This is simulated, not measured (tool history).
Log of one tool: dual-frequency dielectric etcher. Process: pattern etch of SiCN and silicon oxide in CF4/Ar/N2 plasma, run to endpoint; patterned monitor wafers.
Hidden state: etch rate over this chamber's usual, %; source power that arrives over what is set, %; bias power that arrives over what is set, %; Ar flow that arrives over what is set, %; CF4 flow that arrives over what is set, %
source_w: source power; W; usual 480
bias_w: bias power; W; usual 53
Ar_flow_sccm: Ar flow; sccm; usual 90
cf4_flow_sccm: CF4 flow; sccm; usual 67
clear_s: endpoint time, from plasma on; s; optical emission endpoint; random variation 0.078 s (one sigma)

run,hour,source_w,bias_w,Ar_flow_sccm,cf4_flow_sccm,wafers since the last listed run,hours since the last wet clean,hours since the last source power generator calibration,hours since the last bias power generator calibration,hours since the last Ar flow controller change,hours since the last CF4 flow controller change,hours since the last upper electrode change,"incoming incoming film thickness, nm",clear_s
1,0,480,53,90,67,0,130.6,1663.4,3090.3,1211.9,2202,1844.7,13.77,16.3
2,102.7,480,53,90,67,1768,233.3,1766.1,3193,1314.6,2304.7,1947.4,13.68,16.2
3,170.4,480,53,90,67,1165,301,1833.8,3260.7,1382.3,2372.4,2015.1,13.85,16.6
# hour 202.4: wet clean of the chamber
4,219.4,480,53,90,67,430,17,1882.8,3309.7,1431.3,2421.4,2064.1,13.69,16.3
5,296.6,480,53,90,67,1329,94.2,1960,3386.9,1508.5,2498.6,2141.3,13.65,16.2
6,403.7,480,53,90,67,1844,201.3,2067.1,3494,1615.6,2605.7,2248.4,13.6,16.3
7,503.2,480,53,90,67,1713,300.8,2166.6,3593.5,1715.1,2705.2,2347.9,13.68,16.3
# hour 522.1: source power generator calibrated
# hour 549.9: wet clean of the chamber
8,601.5,480,53,90,67,1210,51.6,79.4,3691.8,1813.4,2803.5,2446.2,13.7,16.3
9,644.5,480,53,109,59,740,94.6,122.4,3734.8,1856.4,2846.5,2489.2,13.63,17.5
# hour 709.1: CF4 flow controller replaced
10,751.2,480,53,90,67,1734,201.3,229.1,3841.5,1963.1,42.1,2595.9,13.57,16.2
11,805.9,480,53,90,67,942,256,283.8,3896.2,2017.8,96.8,2650.6,13.68,16.3
# hour 849.5: Ar flow controller replaced
# hour 853.9: wet clean of the chamber
12,907.3,560,50,90,67,1567,53.4,385.2,3997.6,57.8,198.2,2752,13.74,14.4
# hour 932: bias power generator calibrated
# hour 939.2: upper electrode replaced
13,989.8,480,53,77,67,1228,135.9,467.7,57.8,140.3,280.7,50.6,13.61,15.7
14,1075.7,410,57,90,67,1479,221.8,553.6,143.7,226.2,366.6,136.5,13.75,18.7
15,1174.8,560,66,90,57,1706,320.9,652.7,242.8,325.3,465.7,235.6,13.82,13.3
# hour 1227.7: wet clean of the chamber
16,1257.4,420,43,73,76,1009,29.7,735.3,325.4,407.9,548.3,318.2,13.71,18.8
17,1315.5,480,53,90,67,1000,87.8,793.4,383.5,466,606.4,376.3,13.7,16.2

Forecast each of these 3 alternatives for the next run:
A,1315.9,480,53,90,67,6,88.2,793.8,383.9,466.4,606.8,376.7,13.64,?
B,1315.9,540,41,99,82,6,88.2,793.8,383.9,466.4,606.8,376.7,13.64,?
C,1315.9,430,53,69,67,6,88.2,793.8,383.9,466.4,606.8,376.7,13.64,?

run,clear_s
A,16.2
B,15.7
C,16.9
Without the tool's hidden state the same runs would have given:
run,clear_s
A,16.2
B,15.7
C,16.9

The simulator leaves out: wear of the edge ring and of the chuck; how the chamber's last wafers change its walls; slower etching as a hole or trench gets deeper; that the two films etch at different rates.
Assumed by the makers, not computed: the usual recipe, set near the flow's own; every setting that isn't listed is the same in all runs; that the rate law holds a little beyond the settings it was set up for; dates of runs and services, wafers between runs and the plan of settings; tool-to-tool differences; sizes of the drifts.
